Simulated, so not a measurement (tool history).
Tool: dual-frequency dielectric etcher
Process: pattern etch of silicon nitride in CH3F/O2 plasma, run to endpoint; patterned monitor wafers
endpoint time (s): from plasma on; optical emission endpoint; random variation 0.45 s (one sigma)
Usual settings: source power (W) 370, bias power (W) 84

run,day,source power (W),bias power (W),wafers since the last listed run,hours since the last wet clean,hours since the last source power generator calibration,hours since the last bias power generator calibration,hours since the last upper electrode change,"incoming incoming film thickness, nm",endpoint time (s)
1,0.000,370,84,0,455.4,1447.6,2657.4,4311.1,65.3,77.6
2,1.725,370,84,359,496.8,1489.0,2698.8,4352.5,65.4,79.3
3,3.829,370,84,438,547.3,1539.5,2749.3,4403.0,65.5,78.4
# day 6.762: wet clean of the chamber
4,6.829,370,84,416,1.6,1611.5,2821.3,4475.0,65.1,73.3
5,9.479,370,84,552,65.2,1675.1,2884.9,4538.6,65.3,74.4
6,12.104,370,84,546,128.2,1738.1,2947.9,4601.6,65.9,74.8
7,14.271,370,84,451,180.2,1790.1,2999.9,4653.6,65.2,74.9
8,16.742,370,84,514,239.5,1849.4,3059.2,4712.9,65.2,74.8
9,18.679,370,84,403,286.0,1895.9,3105.7,4759.4,65.3,76.6
10,20.821,370,84,446,337.4,1947.3,3157.1,4810.8,65.5,76.4
11,21.892,370,84,223,363.1,1973.0,3182.8,4836.5,65.5,76.5
12,23.696,370,84,375,406.4,2016.3,3226.1,4879.8,65.5,77.2
13,25.171,370,84,307,441.8,2051.7,3261.5,4915.2,65.4,76.4
14,27.458,370,84,476,496.7,2106.6,3316.4,4970.1,64.7,77.5
# day 30.375: wet clean of the chamber
15,30.396,410,66,403,0.5,2177.1,3386.9,5040.6,65.1,74.7
16,37.958,460,84,1575,182.0,2358.6,3568.4,5222.1,65.2,69.7
17,39.633,340,65,348,222.2,2398.8,3608.6,5262.3,65.9,82.0
# day 42.512: upper electrode replaced
18,46.908,320,72,1307,396.8,2573.4,3783.2,105.5,65.1,82.3
19,48.654,370,84,363,438.7,2615.3,3825.1,147.4,65.2,76.2
20,51.092,410,77,507,497.2,2673.8,3883.6,205.9,65.4,75.3
# day 54.125: wet clean of the chamber
21,54.146,370,84,427,0.5,2747.1,3956.9,279.2,65.1,74.4
# day 56.746: bias power generator calibrated
22,58.617,280,74,896,107.8,2854.4,44.9,386.5,65.3,82.9
# day 59.317: source power generator calibrated
23,61.008,330,84,463,165.2,40.6,102.3,443.9,64.9,76.7
24,68.946,370,84,1653,355.7,231.1,292.8,634.4,65.5,76.6
25,70.583,370,84,341,395.0,270.4,332.1,673.7,65.8,77.5
26,72.421,350,96,382,439.1,314.5,376.2,717.8,66.2,75.9
27,74.746,420,84,484,494.9,370.3,432.0,773.6,66.0,74.3
28,76.729,370,84,413,542.5,417.9,479.6,821.2,65.2,77.3
# day 79.142: wet clean of the chamber
29,79.292,410,104,325,3.6,479.4,541.1,882.7,65.6,68.9

Measured less the same run without the tool's hidden state. The same run-to-run variation is in both; the gauge's scatter may not be:
The hidden state here: etch rate over this chamber's usual, %; source power that arrives over what is set, %; bias power that arrives over what is set, %.
run,endpoint time (s)
1,+3.9
2,+4.3
3,+4.6
4,+0.1
5,+0.5
6,+0.9
7,+1.3
8,+1.7
9,+2.0
10,+2.4
11,+2.5
12,+2.8
13,+3.1
14,+3.5
15,-0.5
16,+0.6
17,+1.0
18,+2.3
19,+2.4
20,+2.8
21,-0.2
22,+0.6
23,+0.8
24,+2.2
25,+2.5
26,+2.7
27,+3.1
28,+3.5
29,+0.2

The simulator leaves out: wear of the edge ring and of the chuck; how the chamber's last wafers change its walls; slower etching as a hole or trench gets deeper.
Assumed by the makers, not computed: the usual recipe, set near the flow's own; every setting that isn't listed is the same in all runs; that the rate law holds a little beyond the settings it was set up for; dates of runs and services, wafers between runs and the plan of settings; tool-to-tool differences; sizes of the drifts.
